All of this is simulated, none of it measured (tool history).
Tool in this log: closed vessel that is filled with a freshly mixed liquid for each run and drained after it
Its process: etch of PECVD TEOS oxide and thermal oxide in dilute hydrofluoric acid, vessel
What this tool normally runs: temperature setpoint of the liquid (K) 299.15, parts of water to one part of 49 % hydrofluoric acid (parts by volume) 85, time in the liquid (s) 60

run     day  temperature setpoint of the liquid (K)  parts of water to one part of 49 % hydrofluoric acid (parts by volume)  time in the liquid (s)  read-back film thickness of the PECVD TEOS oxide reference wafer, read on the same gauge (nm)  read-back film thickness of the thermal oxide reference wafer, read on the same gauge (nm)  thickness taken off the PECVD TEOS oxide on a monitor wafer (Å)  thickness taken off the thermal oxide on a monitor wafer (Å)
  1   0.000                                  299.15                                                                      85                      60                                                                                          60.02                                                                                      90.001                                                            133.2                                                         36.69
  2   1.729                                  299.15                                                                      85                      60                                                                                          59.98                                                                                      89.995                                                            133.7                                                         37.70
  3   4.500                                  299.15                                                                      85                      60                                                                                          60.01                                                                                      90.019                                                            133.5                                                         37.29
  4   6.288                                  299.15                                                                      70                      60                                                                                          59.98                                                                                      89.990                                                            162.7                                                         46.03
  5   8.396                                  299.15                                                                      70                      60                                                                                          60.00                                                                                      90.021                                                            164.7                                                         46.46
  6  10.854                                  299.15                                                                      95                      60                                                                                          60.02                                                                                      90.024                                                            115.9                                                         33.30
     11.000  -- thermometer replaced
  7  13.183                                  299.15                                                                      95                      60                                                                                          60.03                                                                                      90.010                                                            116.2                                                         32.59
  8  16.321                                  299.15                                                                      95                      60                                                                                          60.04                                                                                      90.033                                                            115.4                                                         32.93
     17.429  -- gauge calibrated
  9  18.204                                  302.65                                                                      85                      75                                                                                          60.01                                                                                      90.020                                                            188.8                                                         53.07
     19.733  -- hydrofluoric acid flow meter replaced
 10  26.983                                  299.15                                                                      85                      60                                                                                          60.07                                                                                      90.036                                                            141.7                                                         39.21
 11  28.812                                  299.15                                                                      85                      60                                                                                          59.98                                                                                      89.972                                                            142.1                                                         39.59
     29.954  -- thermometer replaced
 12  29.975                                  299.15                                                                      85                      60                                                                                          59.98                                                                                      90.021                                                            141.9                                                         39.85
 13  31.046                                  299.15                                                                      85                      60                                                                                          59.95                                                                                      89.996                                                            140.7                                                         40.02
 14  33.575                                  297.15                                                                      75                      95                                                                                          60.06                                                                                      89.985                                                            236.7                                                         65.84
 15  36.267                                  301.65                                                                      50                      60                                                                                          60.03                                                                                      89.942                                                            277.6                                                         77.68
 16  38.271                                  299.15                                                                      85                      60                                                                                          59.97                                                                                      89.972                                                            141.0                                                         39.65
 17  39.400                                  299.15                                                                      85                      60                                                                                          60.02                                                                                      90.007                                                            141.2                                                         38.89
 18  40.796                                  295.15                                                                      50                      40                                                                                          59.99                                                                                      90.004                                                            140.1                                                         39.85
 19  42.092                                  294.65                                                                      70                      80                                                                                          60.03                                                                                      90.004                                                            192.3                                                         54.20
 20  43.896                                  297.15                                                                     125                      90                                                                                          60.03                                                                                      89.985                                                            125.8                                                         34.96
 21  46.758                                  299.15                                                                      85                      60                                                                                          59.99                                                                                      89.939                                                            140.3                                                         39.06
 22  47.783                                  295.15                                                                     120                      60                                                                                          60.00                                                                                      90.011                                                             80.4                                                         22.37
 23  49.050                                  304.15                                                                     120                      75                                                                                          60.00                                                                                      89.982                                                            141.8                                                         39.71
 24  50.525                                  299.15                                                                      85                      60                                                                                          60.01                                                                                      90.044                                                            138.9                                                         38.65
 25  53.088                                  296.15                                                                      85                      60                                                                                          59.97                                                                                      90.020                                                            122.4                                                         34.29
     54.246  -- thermometer replaced
 26  55.067                                  299.15                                                                      85                      50                                                                                          59.97                                                                                      89.972                                                            116.4                                                         33.07

Alternative continuations, all from the tool just after run 26; predict every row:
  A  55.096                                  299.15                                                                      85                      60                                                                                              ?                                                                                           ?                                                                ?                                                             ?
  B  55.096                                  300.65                                                                     105                      50                                                                                              ?                                                                                           ?                                                                ?                                                             ?
  C  55.096                                  302.65                                                                     115                      80                                                                                              ?                                                                                           ?                                                                ?                                                             ?

run  read-back film thickness of the PECVD TEOS oxide reference wafer, read on the same gauge (nm)  read-back film thickness of the thermal oxide reference wafer, read on the same gauge (nm)  thickness taken off the PECVD TEOS oxide on a monitor wafer (Å)  thickness taken off the thermal oxide on a monitor wafer (Å)
  A                                                                                          60.02                                                                                      89.969                                                            137.3                                                         38.28
  B                                                                                          60.02                                                                                      89.969                                                             95.5                                                         26.64
  C                                                                                          60.02                                                                                      89.969                                                            148.3                                                         41.37
Take away the tool's hidden state, keep each run's random variation, and the runs would have read:
run  thickness taken off the PECVD TEOS oxide on a monitor wafer (Å)  thickness taken off the thermal oxide on a monitor wafer (Å)
  A                                                            142.3                                                         39.70
  B                                                             99.1                                                         27.65
  C                                                            154.1                                                         42.97

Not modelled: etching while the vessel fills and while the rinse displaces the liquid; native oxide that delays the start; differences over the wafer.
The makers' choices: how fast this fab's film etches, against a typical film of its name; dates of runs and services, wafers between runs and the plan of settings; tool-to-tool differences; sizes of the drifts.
